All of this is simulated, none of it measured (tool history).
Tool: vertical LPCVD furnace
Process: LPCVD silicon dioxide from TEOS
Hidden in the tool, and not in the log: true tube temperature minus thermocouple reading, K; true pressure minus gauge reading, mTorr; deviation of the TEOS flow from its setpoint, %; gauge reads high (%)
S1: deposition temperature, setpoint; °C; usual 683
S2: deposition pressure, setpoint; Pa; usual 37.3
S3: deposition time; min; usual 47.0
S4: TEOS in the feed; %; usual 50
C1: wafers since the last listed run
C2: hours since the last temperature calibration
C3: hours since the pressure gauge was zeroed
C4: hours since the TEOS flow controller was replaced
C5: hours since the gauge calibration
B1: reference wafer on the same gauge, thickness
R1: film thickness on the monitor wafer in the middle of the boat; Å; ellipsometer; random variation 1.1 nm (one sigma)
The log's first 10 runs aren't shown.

run   hour   S1    S2    S3  S4   C1      C2      C3     C4     C5      B1      R1
 11  294.5  683  41.3  47.0  50  305  2869.7  4507.0  100.3  391.8  168.08  2043.1
 12  316.3  683  32.7  47.0  50  198  2891.5  4528.8  122.1  413.6  168.05  1838.0
 13  348.5  683  37.3  36.5  50  292  2923.7  4561.0  154.3  445.8  167.86  1518.4
     383.0  -- thermocouples replaced and temperature profile calibrated
 14  383.5  683  37.3  60.5  50  100     0.5  4596.0  189.3  480.8  167.87  2507.8
 15  393.5  676  30.7  36.0  58   90    10.5  4606.0  199.3  490.8  167.98  1219.6
 16  416.4  687  37.3  47.0  58  208    33.4  4628.9  222.2  513.7  167.97  2308.4
 17  441.2  683  37.3  47.0  50  225    58.2  4653.7  247.0  538.5  168.03  1976.4
 18  468.2  691  37.3  47.0  50  245    85.2  4680.7  274.0  565.5  167.89  2380.4
     500.5  -- pressure gauge zeroed
 19  501.0  693  37.3  38.5  50   80   118.0     0.5  306.8  598.3  168.21  2015.1
 20  508.1  678  41.3  58.5  50   64   125.1     7.6  313.9  605.4  168.02  2257.9

Forecast run 21:
 21  528.0  683  37.3  47.0  50  181  145.0  27.5  333.8  625.3   ?   ?

B1: 167.92
R1: 1944.4 Å
Without the tool's hidden state the same run would have given R1 1944.4 Å.

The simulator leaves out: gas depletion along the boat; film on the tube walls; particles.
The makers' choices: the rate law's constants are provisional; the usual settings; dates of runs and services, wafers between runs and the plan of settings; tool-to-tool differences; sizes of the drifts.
